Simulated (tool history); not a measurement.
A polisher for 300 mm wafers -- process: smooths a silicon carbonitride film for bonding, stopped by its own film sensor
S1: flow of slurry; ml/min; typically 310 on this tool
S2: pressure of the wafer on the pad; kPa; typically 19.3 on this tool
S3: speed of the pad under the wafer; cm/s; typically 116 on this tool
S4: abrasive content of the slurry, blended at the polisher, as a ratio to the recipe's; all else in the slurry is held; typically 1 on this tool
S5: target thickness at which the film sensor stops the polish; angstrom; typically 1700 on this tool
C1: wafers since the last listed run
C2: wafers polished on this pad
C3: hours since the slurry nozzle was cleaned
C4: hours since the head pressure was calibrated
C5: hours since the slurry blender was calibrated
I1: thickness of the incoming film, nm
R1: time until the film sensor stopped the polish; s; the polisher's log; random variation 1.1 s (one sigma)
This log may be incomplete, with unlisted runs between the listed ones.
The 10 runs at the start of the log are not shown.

| run | hour | S1 | S2 | S3 | S4 | S5 | C1 | C2 | C3 | C4 | C5 | I1 | R1 |
|---|---|---|---|---|---|---|---|---|---|---|---|---|---|
|  | 855.8 | worn pad replaced by a new one |
| 11 | 914.8 | 275 | 19.3 | 116 | 1 | 1700 | 791 | 654 | 336.6 | 734.4 | 613.4 | 200.6 | 70.3 |
| 12 | 952.5 | 270 | 19.3 | 148 | 0.85 | 1650 | 418 | 1073 | 374.3 | 772.1 | 651.1 | 199.8 | 74.1 |
| 13 | 1031.8 | 310 | 24.1 | 96 | 1 | 1700 | 880 | 1953 | 453.6 | 851.4 | 730.4 | 203.2 | 68.8 |
|  | 1052.9 | head pressure recalibrated |
| 14 | 1121.4 | 310 | 19.3 | 116 | 1 | 1700 | 972 | 2926 | 543.2 | 68.5 | 820 | 196.7 | 67.8 |
|  | 1208.3 | slurry blender recalibrated |
| 15 | 1223.9 | 310 | 19.3 | 116 | 1 | 1700 | 1115 | 4041 | 645.7 | 171 | 15.6 | 198.4 | 70.7 |
| 16 | 1283.7 | 310 | 19.3 | 116 | 1 | 1700 | 663 | 4705 | 705.5 | 230.8 | 75.4 | 198.7 | 71.3 |
| 17 | 1369.3 | 310 | 19.3 | 116 | 1 | 1640 | 950 | 5655 | 791.1 | 316.4 | 161 | 201 | 89.5 |
| 18 | 1423.4 | 310 | 19.3 | 116 | 1 | 1700 | 600 | 6256 | 845.2 | 370.5 | 215.1 | 200 | 75.8 |
|  | 1469.5 | slurry nozzle cleaned |
| 19 | 1498.6 | 350 | 19.3 | 116 | 1 | 1630 | 823 | 7080 | 29.1 | 445.7 | 290.3 | 201.7 | 86.7 |
| 20 | 1549.7 | 210 | 19.3 | 146 | 0.8 | 1700 | 567 | 7647 | 80.2 | 496.8 | 341.4 | 200.7 | 71.4 |
| 21 | 1643.2 | 240 | 19.3 | 116 | 1 | 1700 | 1038 | 8685 | 173.7 | 590.3 | 434.9 | 201 | 74.2 |
|  | 1692.6 | worn pad replaced by a new one |
| 22 | 1701.9 | 400 | 15.9 | 116 | 1.15 | 1700 | 607 | 102 | 232.4 | 649 | 493.6 | 198.5 | 69.6 |
| 23 | 1804.7 | 310 | 19.3 | 116 | 1 | 1700 | 1141 | 1244 | 335.2 | 751.8 | 596.4 | 199.2 | 64 |
| 24 | 1877.8 | 310 | 19.3 | 82 | 0.85 | 1700 | 811 | 2055 | 408.3 | 824.9 | 669.5 | 200 | 94.9 |
|  | 1936.7 | slurry blender recalibrated |
|  | 1958.3 | head pressure recalibrated |
| 25 | 1976 | 225 | 24.8 | 116 | 1 | 1700 | 1045 | 3101 | 506.5 | 17.7 | 39.3 | 198.6 | 57.3 |
| 26 | 2068.3 | 250 | 21.4 | 116 | 1.1 | 1660 | 1024 | 4126 | 598.8 | 110 | 131.6 | 200.5 | 74.9 |
| 27 | 2114.6 | 310 | 19.3 | 116 | 1 | 1610 | 514 | 4640 | 645.1 | 156.3 | 177.9 | 198 | 89.9 |
|  | 2156.4 | slurry nozzle cleaned |
| 28 | 2194.6 | 310 | 19.3 | 116 | 1 | 1700 | 877 | 5517 | 38.2 | 236.3 | 257.9 | 200.3 | 68.3 |
| 29 | 2286.6 | 210 | 13.1 | 116 | 0.75 | 1740 | 1021 | 6538 | 130.2 | 328.3 | 349.9 | 200.9 | 113.8 |
| 30 | 2364.5 | 310 | 16.5 | 116 | 1 | 1700 | 864 | 7403 | 208.1 | 406.2 | 427.8 | 199.5 | 78.5 |

4 options for the next run, each taken on its own from the tool as it stands now. Forecast them:
| A | 2364.9 | 310 | 19.3 | 116 | 1 | 1670 | 4 | 7407 | 208.5 | 406.6 | 428.2 | 200.1 | ? |
| B | 2364.9 | 310 | 13.8 | 116 | 1.15 | 1770 | 4 | 7407 | 208.5 | 406.6 | 428.2 | 200.1 | ? |
| C | 2364.9 | 310 | 24.8 | 96 | 1 | 1700 | 4 | 7407 | 208.5 | 406.6 | 428.2 | 200.1 | ? |
| D | 2364.9 | 310 | 13.1 | 126 | 1 | 1700 | 4 | 7407 | 208.5 | 406.6 | 428.2 | 200.1 | ? |

| run | R1 |
|---|---|
| A | 73.6 |
| B | 66.6 |
| C | 59.6 |
| D | 93 |
The same runs, with their run-to-run variation unchanged, on a tool lacking any hidden condition would have given:
| run | R1 |
|---|---|
| A | 74.6 |
| B | 67.5 |
| C | 60.3 |
| D | 94.2 |
